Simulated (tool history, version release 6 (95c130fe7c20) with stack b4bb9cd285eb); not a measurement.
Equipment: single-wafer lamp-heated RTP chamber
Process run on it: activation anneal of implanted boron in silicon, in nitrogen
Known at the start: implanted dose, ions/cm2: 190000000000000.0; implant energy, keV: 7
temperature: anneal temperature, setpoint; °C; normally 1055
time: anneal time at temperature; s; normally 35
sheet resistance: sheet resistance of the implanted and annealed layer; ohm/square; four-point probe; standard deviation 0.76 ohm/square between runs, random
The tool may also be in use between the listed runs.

run	hour	temperature	time	wafers since the last listed run	wafers since the last pyrometer calibration	wafers since the reflector plate was cleaned	hours since the gauge calibration	read-back reference wafer on the same gauge, sheet resistance	sheet resistance
1	0	1055	35	0	3580	3580	343.3	607.71	508.32
2	95.3	1055	35	889	4469	4469	438.6	607.38	508.14
# hour 117.9: pyrometer window cleaned and pyrometer calibrated
3	151.9	1055	35	453	317	4923	495.2	607.39	507.59
4	204.7	1055	35	492	810	5416	548	607.21	508.39
5	294	1055	35	833	1643	6249	637.3	606.83	507.81
6	382.9	1055	35	829	2473	7079	726.2	606.7	507.34
7	455.4	1055	35	676	3150	7756	798.7	606.71	508.02
8	500.1	1055	35	417	3567	8173	843.4	606.59	508.62
9	562.2	1055	43	579	4147	8753	905.5	606.38	504.99
10	619.6	1055	43	535	4682	9288	962.9	606.24	504.78
11	660.1	1055	43	378	5060	9666	1003.4	606.3	504.44
# hour 715.8: pyrometer window cleaned and pyrometer calibrated
12	739.2	1055	35	663	218	10330	1082.5	606.27	506.25
13	839.1	1055	35	932	1151	11262	1182.4	606.06	506.13
14	925.8	1072	35	809	1960	12072	1269.1	606.09	502.64
15	1001.4	1072	35	705	2666	12777	1344.7	605.9	502.82
# hour 1017.3: reflector plate cleaned
16	1060.4	1064	35	476	3142	402	1403.7	605.82	505.62
17	1119.5	1076	26	551	3693	954	1462.8	606.02	505.67
18	1167.7	1055	35	449	4143	1404	1511	606.01	506.63
# hour 1174.5: gauge calibrated
# hour 1185.6: pyrometer window cleaned and pyrometer calibrated
19	1220.8	1055	35	420	328	1824	46.3	609.36	508.07
20	1282.2	1067	17	573	901	2398	107.7	608.82	512.56
21	1322.3	1081	45	374	1276	2772	147.8	608.13	500.41
22	1362.1	1037	29	371	1647	3143	187.6	608.26	512.5
23	1462.3	1055	35	935	2582	4079	287.8	607.59	506.69
24	1502	1039	18	370	2953	4449	327.5	607.32	514.49
25	1595.8	1046	20	875	3829	5325	421.3	606.8	512.75
26	1685.3	1055	35	835	4664	6160	510.8	606.3	508.12
# hour 1722: pyrometer window cleaned and pyrometer calibrated
27	1769	1055	43	706	438	6867	594.5	606.23	503.85
28	1826.1	1055	35	532	971	7400	651.6	606.17	506.26
29	1900.7	1076	35	696	1668	8096	726.2	606.12	501.11
30	1989	1036	15	824	2492	8920	814.5	605.58	513.69
31	2096.1	1073	51	999	3492	9920	921.6	605.61	497.98

Each row is a separate what-if for the run after 31, all from the same tool condition, not one after another. Results?
A	2096.5	1055	24	3	3495	9924	922	?	?
B	2096.5	1055	48	3	3495	9924	922	?	?
C	2096.5	1043	19	3	3495	9924	922	?	?

run	read-back reference wafer on the same gauge, sheet resistance	sheet resistance
A	605.73	509.46
B	605.73	502.32
C	605.73	512.61
Without the tool's unlogged condition, the same runs would have read:
run	sheet resistance
A	513.11
B	505.92
C	516.29
